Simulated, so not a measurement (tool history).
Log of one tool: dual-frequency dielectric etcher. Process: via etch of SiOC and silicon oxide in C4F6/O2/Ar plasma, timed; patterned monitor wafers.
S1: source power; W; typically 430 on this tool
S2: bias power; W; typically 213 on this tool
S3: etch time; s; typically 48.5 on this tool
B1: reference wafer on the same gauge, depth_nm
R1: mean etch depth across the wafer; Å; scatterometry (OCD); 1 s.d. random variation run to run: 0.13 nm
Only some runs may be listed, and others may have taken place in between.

run     day   S1   S2    S3    B1   R1
  1       0  430  213  48.5  66.9  601
  2     2.8  430  213  48.5    67  602
  3   5.833  430  213  48.5  67.1  606
  4    8.65  430  213  48.5  67.2  604
  5  10.408  390  253  48.5  67.2  631
     13.596  -- wet clean of the chamber
  6  13.617  520  213  48.5  67.2  629
  7  16.008  520  213  48.5  67.3  630
  8  18.117  520  213  48.5  67.3  632
  9  20.254  430  213  48.5  67.4  608
 10  23.296  430  213  48.5  67.4  607
     27.008  -- upper electrode replaced
 11  27.054  430  213  48.5  67.4  608
 12  28.675  490  213  48.5  67.5  624
 13  31.192  430  213  48.5  67.4  608
     33.671  -- wet clean of the chamber
 14  33.692  330  213  48.5  67.4  579
 15  35.658  500  173    54  67.5  654
 16  37.583  430  213  48.5  67.5  609
     38.458  -- gauge calibrated
     39.408  -- source power generator calibrated
 17  41.542  430  170  48.5  66.8  559
 18   44.95  430  213  48.5  66.9  604
 19  53.388  510  165    41  67.2  489
 20  57.429  430  227  48.5  67.5  624
     58.979  -- wet clean of the chamber
 21  61.671  430  238  43.5  67.5  568
 22  63.908  430  247  48.5  67.5  642
 23  66.371  500  213  48.5  67.7  630
      66.55  -- bias power generator calibrated
 24  70.746  430  213  48.5  67.7  610
 25  73.092  400  213  48.5  67.7  603
     82.121  -- wet clean of the chamber
 26   85.15  430  213  48.5  67.8  613

Consider 3 possible next runs. They are alternatives, not a sequence: every one starts from the tool as it was left by run 26. What does each give?
  A  85.167  430  259  48.5   ?   ?
  B  85.167  430  213    42   ?   ?
  C  85.167  350  213  48.5   ?   ?

run    B1   R1
  A  67.7  654
  B  67.7  530
  C  67.7  588
What these runs would have given with no unlogged condition in the tool:
run   R1
  A  639
  B  517
  C  575
